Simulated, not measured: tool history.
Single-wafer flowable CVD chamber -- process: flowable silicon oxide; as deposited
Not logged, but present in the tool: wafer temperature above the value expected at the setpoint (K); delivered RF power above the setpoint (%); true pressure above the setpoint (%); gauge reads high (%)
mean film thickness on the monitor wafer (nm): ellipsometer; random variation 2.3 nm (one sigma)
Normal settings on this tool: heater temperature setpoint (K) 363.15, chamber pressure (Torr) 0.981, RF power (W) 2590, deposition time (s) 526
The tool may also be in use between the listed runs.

run    hour  heater temperature setpoint (K)  chamber pressure (Torr)  RF power (W)  deposition time (s)  wafers since the last listed run  hours since the last thermocouple change  hours since the last RF generator calibration  hours since the last manometer calibration  hours since the showerhead was replaced  hours since the gauge calibration  read-back reference wafer on the same gauge, thickness_nm  mean film thickness on the monitor wafer (nm)
  1     0.0                           363.15                    0.981          2590                  594                                 0                                     509.5                                         1818.6                                       523.7                                   3504.1                              238.8                                                    660.509                                        704.130
  2    55.0                           363.15                    0.981          2590                  594                               149                                     564.5                                         1873.6                                       578.7                                   3559.1                              293.8                                                    659.952                                        701.622
  3   157.7                           363.15                    0.981          2590                  594                               279                                     667.2                                         1976.3                                       681.4                                   3661.8                              396.5                                                    661.723                                        706.680
  4   233.4                           363.15                    0.808          2590                  526                               206                                     742.9                                         2052.0                                       757.1                                   3737.5                              472.2                                                    660.034                                        518.738
  5   323.5                           363.15                    0.808          2590                  526                               245                                     833.0                                         2142.1                                       847.2                                   3827.6                              562.3                                                    660.944                                        521.175
  6   374.9                           363.15                    0.808          2590                  526                               139                                     884.4                                         2193.5                                       898.6                                   3879.0                              613.7                                                    660.078                                        518.645
  7   454.6                           363.15                    0.981          2590                  526                               217                                     964.1                                         2273.2                                       978.3                                   3958.7                              693.4                                                    661.122                                        630.966
  8   522.6                           363.15                    0.981          2590                  526                               185                                    1032.1                                         2341.2                                      1046.3                                   4026.7                              761.4                                                    660.872                                        627.276
      538.4  -- thermocouple changed; heater temperature recalibrated
  9   583.0                           352.15                    0.981          3010                  526                               142                                      44.6                                         2401.6                                      1106.7                                   4087.1                              821.8                                                    660.377                                        915.557
      665.2  -- RF generator calibrated
 10   839.2                           374.15                    0.981          2590                  526                               675                                     300.8                                          174.0                                      1362.9                                   4343.3                             1078.0                                                    661.722                                        415.238
      874.8  -- showerhead replaced
      955.4  -- capacitance manometer re-zeroed and calibrated
 11  1112.3                           355.15                    0.801          2425                  526                               700                                     573.9                                          447.1                                       156.9                                    237.5                             1351.1                                                    661.037                                        651.641
     1167.1  -- gauge calibrated
 12  1380.8                           357.15                    1.050          2840                  444                               731                                     842.4                                          715.6                                       425.4                                    506.0                              213.7                                                    661.801                                        688.348
 13  1462.4                           363.15                    0.981          2590                  526                               222                                     924.0                                          797.2                                       507.0                                    587.6                              295.3                                                    660.696                                        622.986
 14  1538.9                           363.15                    1.083          2815                  526                               208                                    1000.5                                          873.7                                       583.5                                    664.1                              371.8                                                    661.819                                        688.986

What if the next run were any one of these 3? Each begins from the tool's condition after run 14:
  A  1539.4                           363.15                    0.981          3015                  526                                 1                                    1001.0                                          874.2                                       584.0                                    664.6                              372.3                                                          ?                                              ?
  B  1539.4                           353.15                    0.981          2315                  526                                 1                                    1001.0                                          874.2                                       584.0                                    664.6                              372.3                                                          ?                                              ?
  C  1539.4                           363.15                    0.981          2590                  426                                 1                                    1001.0                                          874.2                                       584.0                                    664.6                              372.3                                                          ?                                              ?

run  read-back reference wafer on the same gauge, thickness_nm  mean film thickness on the monitor wafer (nm)
  A                                                    661.474                                        632.187
  B                                                    661.474                                        861.635
  C                                                    661.474                                        505.836
Without the tool's unlogged condition, the same runs would have read:
run  mean film thickness on the monitor wafer (nm)
  A                                        606.803
  B                                        827.038
  C                                        485.526
